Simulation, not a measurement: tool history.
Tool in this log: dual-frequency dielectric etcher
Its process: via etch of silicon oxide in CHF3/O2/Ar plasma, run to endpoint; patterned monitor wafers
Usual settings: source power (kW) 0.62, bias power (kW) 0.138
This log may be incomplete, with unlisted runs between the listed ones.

run,hour,source power (kW),bias power (kW),wafers since the last listed run,hours since the last wet clean,hours since the last source power generator calibration,hours since the last bias power generator calibration,hours since the last upper electrode change,"incoming incoming film thickness, nm",endpoint time (s)
1,0,0.62,0.148,0,458.4,2700.4,2387.6,2482.5,491.5,261.2
2,14.3,0.71,0.116,85,472.7,2714.7,2401.9,2496.8,496.2,261.1
3,25.3,0.71,0.116,65,483.7,2725.7,2412.9,2507.8,500.7,265.4
4,47.6,0.62,0.138,133,506,2748,2435.2,2530.1,497.4,266.2
5,84.2,0.62,0.138,218,542.6,2784.6,2471.8,2566.7,502.7,267.4
# hour 108.3: wet clean of the chamber
# hour 131.7: upper electrode replaced
6,132.2,0.62,0.13,3,23.9,2832.6,2519.8,0.5,501.6,285.6
7,132.6,0.56,0.124,2,24.3,2833,2520.2,0.9,493.9,304.4
8,133,0.74,0.157,2,24.7,2833.4,2520.6,1.3,496.5,243.4
9,136.7,0.74,0.157,22,28.4,2837.1,2524.3,5,496.9,244.5
10,145.7,0.62,0.138,53,37.4,2846.1,2533.3,14,500,280.6
11,155.8,0.62,0.138,60,47.5,2856.2,2543.4,24.1,496.6,278.8
12,168.4,0.62,0.138,75,60.1,2868.8,2556,36.7,499,279.3
13,184.6,0.62,0.138,96,76.3,2885,2572.2,52.9,491,274.2
# hour 196.6: bias power generator calibrated
14,199,0.49,0.15,62,90.7,2899.4,2.4,67.3,495.7,308.4
15,210.4,0.52,0.114,68,102.1,2910.8,13.8,78.7,491.5,320.6
# hour 223.3: source power generator calibrated
16,223.8,0.68,0.108,56,115.5,0.5,27.2,92.1,501.9,290.4
17,234.8,0.62,0.123,65,126.5,11.5,38.2,103.1,495.6,286.2
18,241.5,0.62,0.13,40,133.2,18.2,44.9,109.8,492.6,279.3
19,253.8,0.62,0.138,73,145.5,30.5,57.2,122.1,489.5,273.2
20,266.9,0.52,0.114,78,158.6,43.6,70.3,135.2,502.3,324.9
21,276,0.62,0.138,54,167.7,52.7,79.4,144.3,499.9,275.5
22,293.4,0.58,0.12,103,185.1,70.1,96.8,161.7,497.9,299.2
23,309.2,0.77,0.138,94,200.9,85.9,112.6,177.5,496.7,248.3
24,322.2,0.69,0.148,77,213.9,98.9,125.6,190.5,493.4,253
25,333.7,0.48,0.138,68,225.4,110.4,137.1,202,501,318.9
26,342.2,0.72,0.138,50,233.9,118.9,145.6,210.5,497.5,253.5

Predict each of these 3 candidate next runs independently; none follows another, all start after run 26:
A,342.7,0.62,0.138,2,234.4,119.4,146.1,211,498.2,?
B,342.7,0.55,0.148,2,234.4,119.4,146.1,211,498.2,?
C,342.7,0.74,0.111,2,234.4,119.4,146.1,211,498.2,?

run,endpoint time (s)
A,277.4
B,289.3
C,271.1
With no hidden state in the tool, these same runs would have given:
run,endpoint time (s)
A,282.5
B,294.5
C,276

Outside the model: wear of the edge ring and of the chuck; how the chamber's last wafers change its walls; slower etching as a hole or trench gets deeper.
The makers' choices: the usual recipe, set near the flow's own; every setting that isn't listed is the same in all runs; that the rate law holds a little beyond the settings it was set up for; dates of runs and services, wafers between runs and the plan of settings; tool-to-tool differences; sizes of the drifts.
